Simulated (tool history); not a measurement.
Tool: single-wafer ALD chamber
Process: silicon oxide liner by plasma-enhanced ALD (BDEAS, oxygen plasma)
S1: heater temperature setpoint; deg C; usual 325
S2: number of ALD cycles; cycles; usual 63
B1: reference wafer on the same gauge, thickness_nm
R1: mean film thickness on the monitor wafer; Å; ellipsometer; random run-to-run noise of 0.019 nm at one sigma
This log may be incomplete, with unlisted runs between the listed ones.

run 1 day=0 | S1=325 S2=63 | B1=6.113 | R1=54.28
run 2 day=3.504 | S1=325 S2=59 | B1=6.112 | R1=50.96
run 3 day=7.592 | S1=325 S2=59 | B1=6.105 | R1=51.18
run 4 day=11.958 | S1=325 S2=59 | B1=6.109 | R1=51.2
run 5 day=15.562 | S1=325 S2=56 | B1=6.103 | R1=48.54
run 6 day=17.838 | S1=325 S2=56 | B1=6.11 | R1=48.59
run 7 day=21.383 | S1=318 S2=63 | B1=6.108 | R1=54.92
-- day=23.675 thermocouple changed; heater temperature recalibrated
run 8 day=25.292 | S1=325 S2=72 | B1=6.111 | R1=62.59
run 9 day=26.942 | S1=325 S2=63 | B1=6.111 | R1=54.52
-- day=30.454 gauge calibrated
run 10 day=31.292 | S1=325 S2=73 | B1=6.103 | R1=62.65
run 11 day=33.488 | S1=325 S2=59 | B1=6.103 | R1=50.85
run 12 day=35.996 | S1=325 S2=58 | B1=6.106 | R1=50.29
run 13 day=38.4 | S1=335 S2=63 | B1=6.113 | R1=53.8
run 14 day=41.954 | S1=317 S2=67 | B1=6.106 | R1=58.53

Below are 3 alternative next runs, each starting from the tool's condition after run 14. Predict each:
run A day=41.975 | S1=325 S2=63 | B1=? | R1=?
run B day=41.975 | S1=319 S2=63 | B1=? | R1=?
run C day=41.975 | S1=333 S2=63 | B1=? | R1=?

run=A B1=6.108 R1=54.39
run=B B1=6.108 R1=54.8
run=C B1=6.108 R1=53.83
Stripped of hidden state, with their random variation kept, the same runs would have yielded:
run=A R1=54.39
run=B R1=54.8
run=C R1=53.83
